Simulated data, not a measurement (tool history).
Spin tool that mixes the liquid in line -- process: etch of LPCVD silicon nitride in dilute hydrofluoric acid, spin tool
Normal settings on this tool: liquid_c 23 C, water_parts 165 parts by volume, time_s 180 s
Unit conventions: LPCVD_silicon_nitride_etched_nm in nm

run	hour	liquid_c	water_parts	time_s	read-back film thickness of the LPCVD silicon nitride reference wafer, read on the same gauge (nm)	LPCVD_silicon_nitride_etched_nm
1	0	23	130	130	150.002	0.494
2	20.1	20.5	195	180	150.025	0.381
3	36.8	23	165	180	149.989	0.56
4	61.3	23	165	180	149.986	0.549
5	78.2	23	165	180	149.995	0.504
6	114.1	23	165	180	149.975	0.518
7	139.4	23	165	180	150.023	0.532
8	172	23	165	180	149.991	0.517
9	185.9	23	165	180	150.006	0.511
10	210.3	19	165	260	150.007	0.589
11	229.7	23	165	180	149.999	0.546
12	251.3	26.5	165	215	149.999	0.754
13	280.4	18.5	135	270	150.006	0.696
14	309	23	165	180	150.005	0.52
# hour 322.3: hydrofluoric acid flow meter replaced
15	337.3	23	165	180	149.992	0.544
16	365.5	27	165	140	149.998	0.536
17	380.7	26	165	120	149.988	0.437
18	396.9	23	165	145	150.01	0.419
19	428.7	23	90	85	150.006	0.451
20	442.7	23	145	180	150.019	0.593
21	466.9	26.5	115	265	149.988	1.42
22	483.7	26.5	95	80	150.017	0.518
23	511.2	23	165	180	150.01	0.518
24	523.3	23	165	180	150.004	0.567
25	536.3	26.5	165	85	149.996	0.301
26	550.1	23	120	180	149.999	0.733
27	571.8	23	205	180	150.005	0.413
# hour 586.8: gauge calibrated
28	604	23	165	180	149.993	0.528
29	626.5	23	165	265	149.992	0.77
30	649.4	23	165	180	150.013	0.527
31	729.4	24.5	165	220	150.012	0.751
32	819.8	18.5	145	290	150.008	0.685
33	842.9	26	210	90	150.011	0.236

Branching from run 33: 4 alternative next runs. What would each branch give?
A	843.4	23	165	180	?	?
B	843.4	23	240	180	?	?
C	843.4	23	95	145	?	?
D	843.4	18.5	165	115	?	?

run	read-back film thickness of the LPCVD silicon nitride reference wafer, read on the same gauge (nm)	LPCVD_silicon_nitride_etched_nm
A	150.019	0.549
B	150.019	0.379
C	150.019	0.761
D	150.019	0.26
Without the tool's hidden state the same runs would have given:
run	LPCVD_silicon_nitride_etched_nm
A	0.549
B	0.379
C	0.761
D	0.26

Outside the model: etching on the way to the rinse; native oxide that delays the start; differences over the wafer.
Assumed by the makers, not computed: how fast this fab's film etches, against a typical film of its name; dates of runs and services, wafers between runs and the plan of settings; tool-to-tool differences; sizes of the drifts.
